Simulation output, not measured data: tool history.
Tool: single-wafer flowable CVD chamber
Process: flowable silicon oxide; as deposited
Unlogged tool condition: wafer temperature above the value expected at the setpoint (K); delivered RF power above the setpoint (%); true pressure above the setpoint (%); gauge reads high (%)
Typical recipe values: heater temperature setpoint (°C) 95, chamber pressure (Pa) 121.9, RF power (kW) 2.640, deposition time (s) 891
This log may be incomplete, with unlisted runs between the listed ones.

| run | day | heater temperature setpoint (°C) | chamber pressure (Pa) | RF power (kW) | deposition time (s) | wafers since the last listed run | hours since the last thermocouple change | hours since the last RF generator calibration | hours since the last manometer calibration | hours since the showerhead was replaced | hours since the gauge calibration | read-back reference wafer on the same gauge, thickness_nm | mean film thickness on the monitor wafer (angstrom) |
|---|---|---|---|---|---|---|---|---|---|---|---|---|---|
| 1 | 0.000 | 85 | 115.5 | 2.640 | 891 | 0 | 1951.1 | 2686.8 | 1347.9 | 4092.2 | 107.1 | 821.759 | 13319.61 |
| 2 | 0.629 | 87 | 121.9 | 2.640 | 891 | 27 | 1966.2 | 2701.9 | 1363.0 | 4107.3 | 122.2 | 819.689 | 13119.84 |
| 3 | 0.958 | 87 | 121.9 | 2.640 | 891 | 14 | 1974.1 | 2709.8 | 1370.9 | 4115.2 | 130.1 | 821.416 | 13243.47 |
| 4 | 1.662 | 87 | 121.9 | 2.640 | 891 | 30 | 1991.0 | 2726.7 | 1387.8 | 4132.1 | 147.0 | 820.454 | 13241.78 |
| 5 | 2.050 | 91 | 133.3 | 2.640 | 891 | 16 | 2000.3 | 2736.0 | 1397.1 | 4141.4 | 156.3 | 820.240 | 12839.83 |
| 6 | 4.017 | 91 | 133.3 | 2.640 | 891 | 85 | 2047.5 | 2783.2 | 1444.3 | 4188.6 | 203.5 | 819.722 | 12711.16 |
| 7 | 4.646 | 91 | 133.3 | 2.640 | 891 | 27 | 2062.6 | 2798.3 | 1459.4 | 4203.7 | 218.6 | 822.688 | 12802.21 |
|  | 5.329 | RF generator calibrated |
| 8 | 5.350 | 95 | 121.9 | 2.640 | 891 | 16 | 2079.5 | 0.5 | 1476.3 | 4220.6 | 235.5 | 821.780 | 10353.75 |
|  | 5.362 | gauge calibrated |
|  | 5.850 | thermocouple changed; heater temperature recalibrated |
| 9 | 5.871 | 95 | 121.9 | 2.640 | 891 | 8 | 0.5 | 13.0 | 1488.8 | 4233.1 | 12.2 | 822.034 | 8554.57 |
| 10 | 5.975 | 95 | 121.9 | 2.640 | 891 | 4 | 3.0 | 15.5 | 1491.3 | 4235.6 | 14.7 | 820.723 | 8541.18 |
|  | 6.500 | showerhead replaced |
| 11 | 6.521 | 95 | 121.9 | 2.640 | 891 | 9 | 16.1 | 28.6 | 1504.4 | 0.5 | 27.8 | 820.506 | 8486.89 |
| 12 | 6.708 | 85 | 115.5 | 2.640 | 891 | 8 | 20.6 | 33.1 | 1508.9 | 5.0 | 32.3 | 822.023 | 11189.95 |
| 13 | 7.017 | 95 | 121.9 | 2.640 | 891 | 13 | 28.0 | 40.5 | 1516.3 | 12.4 | 39.7 | 820.959 | 8526.53 |
| 14 | 7.575 | 86 | 102.7 | 2.165 | 949 | 24 | 41.4 | 53.9 | 1529.7 | 25.8 | 53.1 | 820.870 | 9942.03 |
| 15 | 8.129 | 90 | 121.9 | 2.640 | 891 | 24 | 54.7 | 67.2 | 1543.0 | 39.1 | 66.4 | 819.799 | 10106.51 |
|  | 10.279 | capacitance manometer re-zeroed and calibrated |
| 16 | 10.300 | 83 | 112.4 | 2.310 | 891 | 79 | 106.8 | 119.3 | 0.5 | 91.2 | 118.5 | 822.228 | 11381.78 |

Forecast run 17:
| 17 | 10.658 | 100 | 121.9 | 2.640 | 891 | 15 | 115.4 | 127.9 | 9.1 | 99.8 | 127.1 | ? | ? |

{"run 17": {"read-back reference wafer on the same gauge, thickness_nm": 821.618, "mean film thickness on the monitor wafer (angstrom)": 7235.11}}
On a tool with no hidden condition, and with the same random variation, this run would have come out at mean film thickness on the monitor wafer (angstrom) 7212.51.

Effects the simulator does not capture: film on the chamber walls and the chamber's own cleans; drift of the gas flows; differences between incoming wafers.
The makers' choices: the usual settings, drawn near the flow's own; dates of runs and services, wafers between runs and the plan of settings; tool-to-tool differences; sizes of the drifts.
